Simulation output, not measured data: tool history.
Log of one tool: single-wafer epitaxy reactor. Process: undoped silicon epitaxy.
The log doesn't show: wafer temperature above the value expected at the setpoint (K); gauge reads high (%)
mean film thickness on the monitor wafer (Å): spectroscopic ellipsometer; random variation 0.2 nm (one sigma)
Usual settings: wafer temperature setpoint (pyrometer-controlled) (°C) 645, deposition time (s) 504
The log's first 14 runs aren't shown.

run   hour  wafer temperature setpoint (pyrometer-controlled) (°C)  deposition time (s)  wafers since the last listed run  hours since the last pyrometer calibration  hours since the gauge calibration  read-back reference wafer on the same gauge, thickness_nm  mean film thickness on the monitor wafer (Å)
     207.6  -- pyrometer calibrated
 15  208.1                                                     634                  504                                36                                         0.5                               26.0                                                     65.953                                        664.48
 16  219.9                                                     652                  552                                53                                        12.3                               37.8                                                     65.968                                       1023.77
 17  235.4                                                     654                  556                                70                                        27.8                               53.3                                                     65.965                                       1071.29
 18  249.9                                                     657                  448                                65                                        42.3                               67.8                                                     65.988                                        918.69
 19  267.7                                                     657                  448                                80                                        60.1                               85.6                                                     66.014                                        914.75
 20  282.9                                                     648                  504                                69                                        75.3                              100.8                                                     66.011                                        866.04
 21  298.1                                                     648                  504                                69                                        90.5                              116.0                                                     65.999                                        865.71
 22  315.8                                                     651                  504                                80                                       108.2                              133.7                                                     66.050                                        919.01

The next listed run, before its measurement:
 23  332.2                                                     637                  449                                74                                       124.6                              150.1                                                          ?                                             ?

read-back reference wafer on the same gauge, thickness_nm: 65.991
mean film thickness on the monitor wafer (Å): 624.89
Without the tool's hidden state the same run would have given mean film thickness on the monitor wafer (Å) 627.41.
